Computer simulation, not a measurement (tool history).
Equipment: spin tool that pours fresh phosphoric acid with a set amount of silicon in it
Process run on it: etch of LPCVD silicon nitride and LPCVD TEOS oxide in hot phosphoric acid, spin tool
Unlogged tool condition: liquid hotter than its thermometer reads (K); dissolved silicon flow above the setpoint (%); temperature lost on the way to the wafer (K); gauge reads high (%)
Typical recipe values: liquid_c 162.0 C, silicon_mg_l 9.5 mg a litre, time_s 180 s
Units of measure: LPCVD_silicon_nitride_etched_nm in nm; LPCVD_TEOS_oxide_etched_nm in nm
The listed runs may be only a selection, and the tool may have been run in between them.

| run | hour | liquid_c | silicon_mg_l | time_s | wafers since the last listed run | hours since the thermometer was replaced | hours since the dissolved silicon flow meter was replaced | hours since the heated supply line was repaired | hours since the gauge calibration | read-back film thickness of the LPCVD silicon nitride reference wafer, read on the same gauge (nm) | read-back film thickness of the LPCVD TEOS oxide reference wafer, read on the same gauge (nm) | LPCVD_silicon_nitride_etched_nm | LPCVD_TEOS_oxide_etched_nm |
|---|---|---|---|---|---|---|---|---|---|---|---|---|---|
| 1 | 0.0 | 162.0 | 9.5 | 180 | 0 | 1806.2 | 1246.2 | 572.5 | 89.3 | 59.96 | 109.978 | 17.37 | 0.666 |
| 2 | 58.6 | 162.0 | 9.5 | 180 | 337 | 1864.8 | 1304.8 | 631.1 | 147.9 | 60.00 | 109.976 | 17.24 | 0.617 |
| 3 | 112.0 | 162.0 | 15.0 | 180 | 307 | 1918.2 | 1358.2 | 684.5 | 201.3 | 60.01 | 109.994 | 17.17 | 0.557 |
| 4 | 144.4 | 162.0 | 15.0 | 180 | 186 | 1950.6 | 1390.6 | 716.9 | 233.7 | 59.99 | 109.985 | 16.97 | 0.547 |
| 5 | 176.2 | 162.0 | 15.0 | 180 | 183 | 1982.4 | 1422.4 | 748.7 | 265.5 | 60.00 | 109.989 | 16.95 | 0.531 |
|  | 191.6 | thermometer replaced |
|  | 206.5 | gauge calibrated |
| 6 | 211.9 | 162.0 | 9.5 | 180 | 199 | 20.3 | 1458.1 | 784.4 | 5.4 | 60.01 | 110.034 | 16.74 | 0.623 |
| 7 | 230.8 | 162.0 | 9.5 | 180 | 108 | 39.2 | 1477.0 | 803.3 | 24.3 | 59.98 | 109.968 | 17.16 | 0.585 |
| 8 | 265.9 | 162.0 | 9.5 | 180 | 202 | 74.3 | 1512.1 | 838.4 | 59.4 | 60.00 | 110.028 | 16.90 | 0.619 |
| 9 | 298.1 | 162.0 | 9.5 | 180 | 185 | 106.5 | 1544.3 | 870.6 | 91.6 | 60.03 | 109.995 | 16.81 | 0.627 |
|  | 304.9 | heated supply line repaired |
| 10 | 324.2 | 162.0 | 9.5 | 135 | 144 | 132.6 | 1570.4 | 19.3 | 117.7 | 60.01 | 109.985 | 13.75 | 0.596 |
| 11 | 350.7 | 162.0 | 9.5 | 260 | 152 | 159.1 | 1596.9 | 45.8 | 144.2 | 60.00 | 110.003 | 26.43 | 1.073 |
|  | 373.6 | dissolved silicon flow meter replaced |
| 12 | 385.8 | 162.0 | 9.5 | 180 | 196 | 194.2 | 12.2 | 80.9 | 179.3 | 59.99 | 109.974 | 18.29 | 0.777 |
| 13 | 407.2 | 159.5 | 9.5 | 70 | 123 | 215.6 | 33.6 | 102.3 | 200.7 | 59.99 | 109.992 | 6.53 | 0.240 |
| 14 | 426.0 | 162.0 | 16.0 | 180 | 108 | 234.4 | 52.4 | 121.1 | 219.5 | 59.98 | 109.937 | 18.19 | 0.588 |
| 15 | 460.3 | 162.0 | 9.5 | 180 | 197 | 268.7 | 86.7 | 155.4 | 253.8 | 59.99 | 109.987 | 18.20 | 0.704 |
| 16 | 473.5 | 160.5 | 2.0 | 180 | 75 | 281.9 | 99.9 | 168.6 | 267.0 | 60.00 | 109.986 | 17.12 | 0.736 |
|  | 495.1 | gauge calibrated |
| 17 | 495.8 | 162.0 | 9.5 | 120 | 128 | 304.2 | 122.2 | 190.9 | 0.7 | 60.00 | 109.983 | 12.15 | 0.493 |
| 18 | 511.3 | 164.0 | 16.5 | 275 | 89 | 319.7 | 137.7 | 206.4 | 16.2 | 59.99 | 110.026 | 29.66 | 1.048 |
| 19 | 531.7 | 162.0 | 9.5 | 270 | 117 | 340.1 | 158.1 | 226.8 | 36.6 | 59.97 | 109.975 | 27.03 | 1.068 |
| 20 | 557.6 | 162.0 | 9.5 | 180 | 149 | 366.0 | 184.0 | 252.7 | 62.5 | 60.00 | 110.032 | 17.91 | 0.704 |
| 21 | 590.5 | 162.0 | 9.5 | 180 | 189 | 398.9 | 216.9 | 285.6 | 95.4 | 59.99 | 110.015 | 17.79 | 0.668 |

Pick out some run-to-run changes in LPCVD_silicon_nitride_etched_nm. Of each, how much would a tool without hidden state show as well, from the settings, what came in and chance, and how much is left for the hidden state and any gauge scatter not in both results compared?
Run 9 -> 10: time_s 180 -> 135, heated supply line repaired. LPCVD_silicon_nitride_etched_nm -3.06 nm: hidden state +1.71, all else -4.77.
Run 10 -> 11: time_s 135 -> 260. LPCVD_silicon_nitride_etched_nm +12.68 nm: hidden state -0.22, all else +12.90.
Run 17 -> 18: liquid_c 162.0 -> 164.0, silicon_mg_l 9.5 -> 16.5, time_s 120 -> 275. LPCVD_silicon_nitride_etched_nm +17.51 nm: hidden state -0.58, all else +18.09.
